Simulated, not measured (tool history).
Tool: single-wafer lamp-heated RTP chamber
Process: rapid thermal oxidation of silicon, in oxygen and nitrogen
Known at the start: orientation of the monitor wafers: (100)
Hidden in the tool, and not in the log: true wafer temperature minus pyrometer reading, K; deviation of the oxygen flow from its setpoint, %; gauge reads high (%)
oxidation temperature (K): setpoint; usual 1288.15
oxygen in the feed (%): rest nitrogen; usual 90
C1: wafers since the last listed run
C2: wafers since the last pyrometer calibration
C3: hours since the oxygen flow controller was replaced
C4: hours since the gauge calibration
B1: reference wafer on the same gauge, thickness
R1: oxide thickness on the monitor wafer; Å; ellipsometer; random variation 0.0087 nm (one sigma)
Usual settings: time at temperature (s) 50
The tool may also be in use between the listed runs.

{"run": 1, "hour": 0.0, "oxidation temperature (K)": 1288.15, "time at temperature (s)": 50, "oxygen in the feed (%)": 90, "C1": 0, "C2": 910, "C3": 640.8, "C4": 339.4, "B1": 5.39, "R1": 57.92}
{"run": 2, "hour": 63.3, "oxidation temperature (K)": 1288.15, "time at temperature (s)": 50, "oxygen in the feed (%)": 90, "C1": 569, "C2": 1480, "C3": 704.1, "C4": 402.7, "B1": 5.391, "R1": 57.97}
{"run": 3, "hour": 100.0, "oxidation temperature (K)": 1288.15, "time at temperature (s)": 50, "oxygen in the feed (%)": 90, "C1": 329, "C2": 1810, "C3": 740.8, "C4": 439.4, "B1": 5.39, "R1": 57.95}
{"run": 4, "hour": 167.8, "oxidation temperature (K)": 1288.15, "time at temperature (s)": 50, "oxygen in the feed (%)": 90, "C1": 609, "C2": 2419, "C3": 808.6, "C4": 507.2, "B1": 5.389, "R1": 57.97}
{"run": 5, "hour": 274.1, "oxidation temperature (K)": 1267.15, "time at temperature (s)": 50, "oxygen in the feed (%)": 71, "C1": 955, "C2": 3375, "C3": 914.9, "C4": 613.5, "B1": 5.39, "R1": 46.17}
{"run": 6, "hour": 364.4, "oxidation temperature (K)": 1267.15, "time at temperature (s)": 50, "oxygen in the feed (%)": 71, "C1": 811, "C2": 4187, "C3": 1005.2, "C4": 703.8, "B1": 5.392, "R1": 46.11}
{"run": 7, "hour": 435.3, "oxidation temperature (K)": 1267.15, "time at temperature (s)": 50, "oxygen in the feed (%)": 71, "C1": 637, "C2": 4824, "C3": 1076.1, "C4": 774.7, "B1": 5.389, "R1": 46.23}
{"run": 8, "hour": 479.9, "oxidation temperature (K)": 1288.15, "time at temperature (s)": 50, "oxygen in the feed (%)": 72, "C1": 400, "C2": 5225, "C3": 1120.7, "C4": 819.3, "B1": 5.391, "R1": 53.98}
{"run": 9, "hour": 542.0, "oxidation temperature (K)": 1288.15, "time at temperature (s)": 50, "oxygen in the feed (%)": 72, "C1": 558, "C2": 5783, "C3": 1182.8, "C4": 881.4, "B1": 5.389, "R1": 53.96}
{"run": 10, "hour": 627.7, "oxidation temperature (K)": 1288.15, "time at temperature (s)": 50, "oxygen in the feed (%)": 72, "C1": 770, "C2": 6554, "C3": 1268.5, "C4": 967.1, "B1": 5.389, "R1": 53.83}
{"run": 11, "hour": 674.5, "oxidation temperature (K)": 1288.15, "time at temperature (s)": 50, "oxygen in the feed (%)": 90, "C1": 420, "C2": 6974, "C3": 1315.3, "C4": 1013.9, "B1": 5.39, "R1": 58.17}
{"run": 12, "hour": 712.9, "oxidation temperature (K)": 1288.15, "time at temperature (s)": 31, "oxygen in the feed (%)": 90, "C1": 345, "C2": 7320, "C3": 1353.7, "C4": 1052.3, "B1": 5.391, "R1": 47.43}
{"hour": 763.7, "done": "pyrometer window cleaned and pyrometer calibrated"}
{"run": 13, "hour": 771.9, "oxidation temperature (K)": 1288.15, "time at temperature (s)": 50, "oxygen in the feed (%)": 90, "C1": 458, "C2": 73, "C3": 1412.7, "C4": 1111.3, "B1": 5.39, "R1": 57.73}
{"run": 14, "hour": 1080.5, "oxidation temperature (K)": 1288.15, "time at temperature (s)": 50, "oxygen in the feed (%)": 90, "C1": 2774, "C2": 2847, "C3": 1721.3, "C4": 1419.9, "B1": 5.392, "R1": 58.17}
{"run": 15, "hour": 1160.2, "oxidation temperature (K)": 1288.15, "time at temperature (s)": 50, "oxygen in the feed (%)": 90, "C1": 716, "C2": 3564, "C3": 1801, "C4": 1499.6, "B1": 5.387, "R1": 58.2}
{"run": 16, "hour": 1202.0, "oxidation temperature (K)": 1288.15, "time at temperature (s)": 50, "oxygen in the feed (%)": 90, "C1": 375, "C2": 3940, "C3": 1842.8, "C4": 1541.4, "B1": 5.389, "R1": 58.19}
{"run": 17, "hour": 1297.5, "oxidation temperature (K)": 1295.15, "time at temperature (s)": 50, "oxygen in the feed (%)": 90, "C1": 858, "C2": 4798, "C3": 1938.3, "C4": 1636.9, "B1": 5.388, "R1": 61.24}
{"run": 18, "hour": 1393.5, "oxidation temperature (K)": 1295.15, "time at temperature (s)": 50, "oxygen in the feed (%)": 90, "C1": 863, "C2": 5661, "C3": 2034.3, "C4": 1732.9, "B1": 5.389, "R1": 61.25}
{"run": 19, "hour": 1485.6, "oxidation temperature (K)": 1302.15, "time at temperature (s)": 33, "oxygen in the feed (%)": 90, "C1": 828, "C2": 6489, "C3": 2126.4, "C4": 1825, "B1": 5.388, "R1": 53.76}
{"run": 20, "hour": 1524.9, "oxidation temperature (K)": 1279.15, "time at temperature (s)": 50, "oxygen in the feed (%)": 63, "C1": 353, "C2": 6843, "C3": 2165.7, "C4": 1864.3, "B1": 5.388, "R1": 48.41}
{"hour": 1594.7, "done": "pyrometer window cleaned and pyrometer calibrated"}
{"run": 21, "hour": 1595.2, "oxidation temperature (K)": 1269.15, "time at temperature (s)": 58, "oxygen in the feed (%)": 98, "C1": 560, "C2": 4, "C3": 2236, "C4": 1934.6, "B1": 5.389, "R1": 55.41}
{"run": 22, "hour": 1667.1, "oxidation temperature (K)": 1288.15, "time at temperature (s)": 31, "oxygen in the feed (%)": 75, "C1": 646, "C2": 651, "C3": 2307.9, "C4": 2006.5, "B1": 5.389, "R1": 44.46}
{"run": 23, "hour": 1773.6, "oxidation temperature (K)": 1279.15, "time at temperature (s)": 31, "oxygen in the feed (%)": 90, "C1": 957, "C2": 1608, "C3": 2414.4, "C4": 2113, "B1": 5.392, "R1": 44.54}
{"hour": 1875.9, "done": "oxygen flow controller replaced"}
{"run": 24, "hour": 1876.4, "oxidation temperature (K)": 1288.15, "time at temperature (s)": 73, "oxygen in the feed (%)": 98, "C1": 852, "C2": 2460, "C3": 0.5, "C4": 2215.8, "B1": 5.391, "R1": 70.64}
{"run": 25, "hour": 1950.9, "oxidation temperature (K)": 1288.15, "time at temperature (s)": 50, "oxygen in the feed (%)": 90, "C1": 669, "C2": 3130, "C3": 75, "C4": 2290.3, "B1": 5.389, "R1": 58.27}
{"hour": 1959.5, "done": "gauge calibrated"}
{"run": 26, "hour": 2007.7, "oxidation temperature (K)": 1270.15, "time at temperature (s)": 27, "oxygen in the feed (%)": 72, "C1": 510, "C2": 3641, "C3": 131.8, "C4": 48.2, "B1": 5.388, "R1": 37.03}
{"run": 27, "hour": 2072.7, "oxidation temperature (K)": 1288.15, "time at temperature (s)": 32, "oxygen in the feed (%)": 90, "C1": 584, "C2": 4225, "C3": 196.8, "C4": 113.2, "B1": 5.389, "R1": 48.07}
{"run": 28, "hour": 2146.4, "oxidation temperature (K)": 1298.15, "time at temperature (s)": 68, "oxygen in the feed (%)": 66, "C1": 662, "C2": 4888, "C3": 270.5, "C4": 186.9, "B1": 5.391, "R1": 64.16}
{"run": 29, "hour": 2216.5, "oxidation temperature (K)": 1288.15, "time at temperature (s)": 50, "oxygen in the feed (%)": 90, "C1": 630, "C2": 5518, "C3": 340.6, "C4": 257, "B1": 5.389, "R1": 58.24}
{"hour": 2287.1, "done": "pyrometer window cleaned and pyrometer calibrated"}
{"run": 30, "hour": 2309.7, "oxidation temperature (K)": 1288.15, "time at temperature (s)": 28, "oxygen in the feed (%)": 90, "C1": 765, "C2": 203, "C3": 433.8, "C4": 350.2, "B1": 5.388, "R1": 45.22}
{"run": 31, "hour": 2388.1, "oxidation temperature (K)": 1267.15, "time at temperature (s)": 34, "oxygen in the feed (%)": 67, "C1": 704, "C2": 907, "C3": 512.2, "C4": 428.6, "B1": 5.391, "R1": 38.67}
{"run": 32, "hour": 2496.1, "oxidation temperature (K)": 1288.15, "time at temperature (s)": 32, "oxygen in the feed (%)": 90, "C1": 970, "C2": 1878, "C3": 620.2, "C4": 536.6, "B1": 5.391, "R1": 48.06}
{"run": 33, "hour": 2562.5, "oxidation temperature (K)": 1270.15, "time at temperature (s)": 50, "oxygen in the feed (%)": 76, "C1": 596, "C2": 2475, "C3": 686.6, "C4": 603, "B1": 5.392, "R1": 48.31}
{"run": 34, "hour": 2645.3, "oxidation temperature (K)": 1288.15, "time at temperature (s)": 29, "oxygen in the feed (%)": 90, "C1": 744, "C2": 3220, "C3": 769.4, "C4": 685.8, "B1": 5.388, "R1": 46.04}
{"run": 35, "hour": 2685.4, "oxidation temperature (K)": 1288.15, "time at temperature (s)": 50, "oxygen in the feed (%)": 90, "C1": 360, "C2": 3580, "C3": 809.5, "C4": 725.9, "B1": 5.39, "R1": 58.22}
{"run": 36, "hour": 2763.9, "oxidation temperature (K)": 1297.15, "time at temperature (s)": 50, "oxygen in the feed (%)": 98, "C1": 705, "C2": 4286, "C3": 888, "C4": 804.4, "B1": 5.389, "R1": 63.72}
{"run": 37, "hour": 2903.4, "oxidation temperature (K)": 1270.15, "time at temperature (s)": 67, "oxygen in the feed (%)": 77, "C1": 1254, "C2": 5540, "C3": 1027.5, "C4": 943.9, "B1": 5.389, "R1": 55.1}

Hidden state or all else? Some run-to-run changes of R1, split into what the settings, what came in and random variation would give without the hidden state, and what is left for the hidden state (with any gauge scatter that isn't in both results):
Run 13 -> 14: no setting changed, nothing entered. R1 +0.44 Å: hidden state +0.34, all else +0.1.
Run 20 -> 21: oxidation temperature (K) 1279.15 -> 1269.15, time at temperature (s) 50 -> 58, oxygen in the feed (%) 63 -> 98, pyrometer window cleaned and pyrometer calibrated. R1 +7 Å: hidden state -0.45, all else +7.45.
Run 23 -> 24: oxidation temperature (K) 1279.15 -> 1288.15, time at temperature (s) 31 -> 73, oxygen in the feed (%) 90 -> 98, oxygen flow controller replaced. R1 +26.1 Å: hidden state +0.24, all else +25.86.
Run 25 -> 26: oxidation temperature (K) 1288.15 -> 1270.15, time at temperature (s) 50 -> 27, oxygen in the feed (%) 90 -> 72, gauge calibrated. R1 -21.24 Å: hidden state -0.14, all else -21.1.
Run 27 -> 28: oxidation temperature (K) 1288.15 -> 1298.15, time at temperature (s) 32 -> 68, oxygen in the feed (%) 90 -> 66. R1 +16.09 Å: hidden state +0.15, all else +15.94.
Run 29 -> 30: time at temperature (s) 50 -> 28, pyrometer window cleaned and pyrometer calibrated. R1 -13.02 Å: hidden state -0.39, all else -12.63.

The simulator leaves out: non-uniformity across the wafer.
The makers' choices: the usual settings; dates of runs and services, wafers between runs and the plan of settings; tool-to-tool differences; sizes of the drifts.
